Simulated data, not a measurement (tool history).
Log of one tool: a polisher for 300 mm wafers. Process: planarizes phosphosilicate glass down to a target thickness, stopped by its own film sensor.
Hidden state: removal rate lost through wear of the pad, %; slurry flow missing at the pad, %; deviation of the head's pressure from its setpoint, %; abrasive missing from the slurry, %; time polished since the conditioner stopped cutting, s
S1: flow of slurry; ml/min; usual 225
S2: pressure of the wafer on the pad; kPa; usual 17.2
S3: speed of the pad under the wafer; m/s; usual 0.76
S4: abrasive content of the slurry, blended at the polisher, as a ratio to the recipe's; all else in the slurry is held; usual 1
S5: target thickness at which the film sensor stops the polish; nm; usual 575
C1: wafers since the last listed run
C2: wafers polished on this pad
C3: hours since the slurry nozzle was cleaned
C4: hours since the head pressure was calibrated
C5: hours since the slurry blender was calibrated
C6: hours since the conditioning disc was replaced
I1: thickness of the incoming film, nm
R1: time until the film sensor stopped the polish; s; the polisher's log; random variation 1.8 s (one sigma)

run	day	S1	S2	S3	S4	S5	C1	C2	C3	C4	C5	C6	I1	R1
1	0	225	17.2	0.76	1	575	0	11	18	312.4	279.1	5.9	1267.6	140.4
2	1.117	225	17.2	0.76	1	575	140	151	44.8	339.2	305.9	32.7	1269.5	138.8
3	1.775	225	17.2	0.76	1	575	82	234	60.6	355	321.7	48.5	1255.8	137.3
4	2.575	225	17.2	0.76	1	575	100	334	79.8	374.2	340.9	67.7	1266.8	141.1
# day 3.004: slurry blender recalibrated
5	3.867	225	17.2	0.76	1	575	151	486	110.8	405.2	20.7	98.7	1265.4	144.7
6	4.375	225	17.2	0.76	1.1	575	63	550	123	417.4	32.9	110.9	1279.2	141.4
7	5.675	225	17.2	0.76	1.1	575	163	713	154.2	448.6	64.1	142.1	1285.8	145.2
# day 7.367: worn pad replaced by a new one
8	8.479	225	17.2	0.76	1	575	331	139	221.5	515.9	131.4	209.4	1271	147.4
9	9.8	225	17.2	0.76	1	575	165	305	253.2	547.6	163.1	241.1	1268.2	146
# day 10.621: head pressure recalibrated
10	10.904	225	17.2	0.76	1	575	128	433	279.7	6.8	189.6	267.6	1285.4	149.3
11	11.65	225	17.2	0.76	1	575	93	527	297.6	24.7	207.5	285.5	1278.5	152.6
12	12.617	225	17.2	0.76	1	575	121	648	320.8	47.9	230.7	308.7	1279.1	150.5
# day 13.117: conditioning disc replaced and pad reconditioned
13	13.604	225	17.2	0.52	1	678	113	762	344.5	71.6	254.4	11.7	1256	165.3
14	14.275	225	17.2	0.76	0.8	791	84	846	360.6	87.7	270.5	27.8	1264.5	115.3
# day 15.458: slurry nozzle cleaned
15	15.633	225	22.8	0.76	1	575	165	1011	4.2	120.3	303.1	60.4	1277.5	112.1
# day 16.008: slurry blender recalibrated
# day 16.4: worn pad replaced by a new one
16	16.738	255	20.7	0.76	1.2	493	107	42	30.7	146.8	17.5	86.9	1266.1	119.4
17	17.558	225	17.2	0.76	1	575	103	145	50.4	166.5	37.2	106.6	1266.1	137.5
18	18.212	225	17.2	0.76	1	575	82	227	66.1	182.2	52.9	122.3	1266.8	143
19	19.246	225	17.2	0.62	1	762	129	357	90.9	207	77.7	147.1	1288.4	126.9
20	20.725	225	17.2	0.58	1	362	185	543	126.4	242.5	113.2	182.6	1281.5	234.5
21	21.475	225	17.2	0.54	1	575	94	637	144.4	260.5	131.2	200.6	1259.1	181.9
22	22.621	300	17.2	0.76	1.25	575	143	781	171.9	288	158.7	228.1	1254.7	126.2
# day 23.504: worn pad replaced by a new one
23	24.096	255	19.3	0.96	1	575	164	74	207.3	323.4	194.1	263.5	1275.7	108.7
24	25.275	225	17.2	0.56	1	660	148	222	235.6	351.7	222.4	291.8	1249.5	155.1
25	25.958	225	17.2	0.76	1	575	85	308	252	368.1	238.8	308.2	1282.6	151.6

4 ways to go on from here, each from the tool as it stands after run 25. What would each give?
A	25.979	225	22.1	0.76	1	575	2	310	252.5	368.6	239.3	308.7	1275.1	?
B	25.979	265	17.2	0.76	1	743	2	310	252.5	368.6	239.3	308.7	1275.1	?
C	25.979	295	17.2	0.76	1	575	2	310	252.5	368.6	239.3	308.7	1275.1	?
D	25.979	225	17.2	0.98	1.25	804	2	310	252.5	368.6	239.3	308.7	1275.1	?

run	R1
A	116.4
B	110.9
C	144.1
D	76
Without the tool's hidden state the same runs would have given:
run	R1
A	110.5
B	105.9
C	138
D	72.2

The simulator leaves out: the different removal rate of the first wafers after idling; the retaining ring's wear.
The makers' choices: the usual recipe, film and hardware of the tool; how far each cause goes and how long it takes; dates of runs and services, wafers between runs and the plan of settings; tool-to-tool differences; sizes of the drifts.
